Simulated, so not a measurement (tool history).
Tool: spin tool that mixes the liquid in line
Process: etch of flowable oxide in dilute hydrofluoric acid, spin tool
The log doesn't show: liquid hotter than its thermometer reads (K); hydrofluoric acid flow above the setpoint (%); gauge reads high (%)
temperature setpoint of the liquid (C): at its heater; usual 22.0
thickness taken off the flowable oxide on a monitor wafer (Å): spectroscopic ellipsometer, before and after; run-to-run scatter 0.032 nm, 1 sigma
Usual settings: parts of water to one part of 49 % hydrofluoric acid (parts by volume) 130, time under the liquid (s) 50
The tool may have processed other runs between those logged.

run,day,temperature setpoint of the liquid (C),parts of water to one part of 49 % hydrofluoric acid (parts by volume),time under the liquid (s),wafers since the last listed run,hours since the thermometer was replaced,hours since the hydrofluoric acid flow meter was replaced,hours since the gauge calibration,"read-back film thickness of the flowable oxide reference wafer, read on the same gauge (nm)",thickness taken off the flowable oxide on a monitor wafer (Å)
1,0.000,22.0,130,50,0,89.4,700.0,927.3,131.57,77.4
2,2.204,22.0,130,50,792,142.3,752.9,980.2,131.61,76.9
3,3.933,22.0,130,50,621,183.8,794.4,1021.7,131.66,77.3
4,6.067,22.0,130,50,767,235.0,845.6,1072.9,131.70,77.3
5,9.912,22.0,130,50,1382,327.3,937.9,1165.2,131.77,77.5
6,13.992,22.0,130,50,1466,425.2,1035.8,1263.1,131.82,77.5
7,18.058,22.0,130,50,1462,522.8,1133.4,1360.7,131.88,77.5
# day 18.862: thermometer replaced
8,20.958,22.0,130,50,1027,50.3,1203.0,1430.3,131.92,77.3
9,24.796,22.0,130,50,1379,142.4,1295.1,1522.4,131.95,77.9
10,26.617,22.0,175,35,654,186.1,1338.8,1566.1,131.98,38.5
11,30.125,22.0,175,35,1261,270.3,1423.0,1650.3,132.01,38.4
12,32.150,22.0,130,50,728,318.9,1471.6,1698.9,132.01,77.5
13,34.825,17.0,100,50,961,383.1,1535.8,1763.1,132.05,85.2
14,37.729,22.0,130,50,1044,452.8,1605.5,1832.8,132.04,77.2
# day 38.521: thermometer replaced
15,42.229,22.0,130,50,1603,89.0,1713.5,1940.8,132.09,77.2
# day 43.088: gauge calibrated
16,43.900,22.0,95,50,600,129.1,1753.6,19.5,130.11,108.7
# day 47.517: hydrofluoric acid flow meter replaced
17,47.883,22.0,130,30,1417,224.7,8.8,115.1,130.39,46.1
18,50.375,22.0,130,50,895,284.5,68.6,174.9,130.61,76.8
19,52.642,23.5,130,50,815,338.9,123.0,229.3,130.71,81.6
20,56.133,25.5,175,30,1255,422.7,206.8,313.1,130.90,37.4
21,58.121,22.0,130,65,714,470.4,254.5,360.8,131.00,100.4
# day 61.408: thermometer replaced
22,66.783,19.0,90,50,3099,129.0,462.4,568.7,131.39,103.2
23,68.746,22.0,130,35,705,176.1,509.5,615.8,131.45,53.5
24,72.592,22.0,180,30,1382,268.4,601.8,708.1,131.58,32.1
25,74.854,22.0,190,70,813,322.7,656.1,762.4,131.65,69.2

4 ways to go on from here, each from the tool as it stands after run 25. What would each give?
A,74.871,22.0,130,50,5,323.1,656.5,762.8,?,?
B,74.871,25.0,155,50,5,323.1,656.5,762.8,?,?
C,74.871,24.5,130,25,5,323.1,656.5,762.8,?,?
D,74.871,22.0,130,80,5,323.1,656.5,762.8,?,?

run,"read-back film thickness of the flowable oxide reference wafer, read on the same gauge (nm)",thickness taken off the flowable oxide on a monitor wafer (Å)
A,131.64,77.5
B,131.64,70.9
C,131.64,42.7
D,131.64,124.0
What these runs would have given with no unlogged condition in the tool:
run,thickness taken off the flowable oxide on a monitor wafer (Å)
A,76.5
B,70.0
C,42.2
D,122.4
